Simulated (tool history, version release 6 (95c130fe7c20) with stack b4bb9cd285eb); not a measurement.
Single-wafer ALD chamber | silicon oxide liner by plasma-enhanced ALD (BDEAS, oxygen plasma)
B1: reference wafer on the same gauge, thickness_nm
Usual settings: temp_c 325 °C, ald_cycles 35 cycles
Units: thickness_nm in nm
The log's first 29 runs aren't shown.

run 30 hour=822.7 | temp_c=310 ald_cycles=41 | B1=3.007 | thickness_nm=3.403
-- hour=847.9 gauge calibrated
run 31 hour=910.0 | temp_c=325 ald_cycles=35 | B1=2.920 | thickness_nm=2.750
run 32 hour=932.5 | temp_c=325 ald_cycles=42 | B1=2.918 | thickness_nm=3.316
run 33 hour=960.6 | temp_c=337 ald_cycles=42 | B1=2.917 | thickness_nm=3.254
run 34 hour=974.4 | temp_c=340 ald_cycles=37 | B1=2.921 | thickness_nm=2.866
run 35 hour=990.7 | temp_c=325 ald_cycles=35 | B1=2.917 | thickness_nm=2.758
run 36 hour=1008.1 | temp_c=325 ald_cycles=35 | B1=2.918 | thickness_nm=2.752
-- hour=1022.2 thermocouple changed; heater temperature recalibrated
run 37 hour=1025.6 | temp_c=325 ald_cycles=37 | B1=2.922 | thickness_nm=2.922
run 38 hour=1086.9 | temp_c=316 ald_cycles=32 | B1=2.922 | thickness_nm=2.547
run 39 hour=1101.0 | temp_c=336 ald_cycles=35 | B1=2.916 | thickness_nm=2.722
run 40 hour=1123.2 | temp_c=325 ald_cycles=38 | B1=2.921 | thickness_nm=2.997
run 41 hour=1143.0 | temp_c=336 ald_cycles=30 | B1=2.919 | thickness_nm=2.331
run 42 hour=1177.3 | temp_c=310 ald_cycles=32 | B1=2.924 | thickness_nm=2.574
run 43 hour=1192.1 | temp_c=325 ald_cycles=35 | B1=2.923 | thickness_nm=2.757
run 44 hour=1214.8 | temp_c=325 ald_cycles=41 | B1=2.926 | thickness_nm=3.252
run 45 hour=1240.4 | temp_c=320 ald_cycles=35 | B1=2.927 | thickness_nm=2.787
run 46 hour=1262.5 | temp_c=338 ald_cycles=37 | B1=2.925 | thickness_nm=2.868
run 47 hour=1306.5 | temp_c=313 ald_cycles=35 | B1=2.927 | thickness_nm=2.812

4 ways to go on from here, each from the tool as it stands after run 47. What would each give?
run A hour=1306.9 | temp_c=325 ald_cycles=35 | B1=? | thickness_nm=?
run B hour=1306.9 | temp_c=325 ald_cycles=31 | B1=? | thickness_nm=?
run C hour=1306.9 | temp_c=311 ald_cycles=35 | B1=? | thickness_nm=?
run D hour=1306.9 | temp_c=325 ald_cycles=39 | B1=? | thickness_nm=?

run=A B1=2.925 thickness_nm=2.766
run=B B1=2.925 thickness_nm=2.450
run=C B1=2.925 thickness_nm=2.815
run=D B1=2.925 thickness_nm=3.082
Without the tool's hidden state the same runs would have given:
run=A thickness_nm=2.759
run=B thickness_nm=2.444
run=C thickness_nm=2.808
run=D thickness_nm=3.074
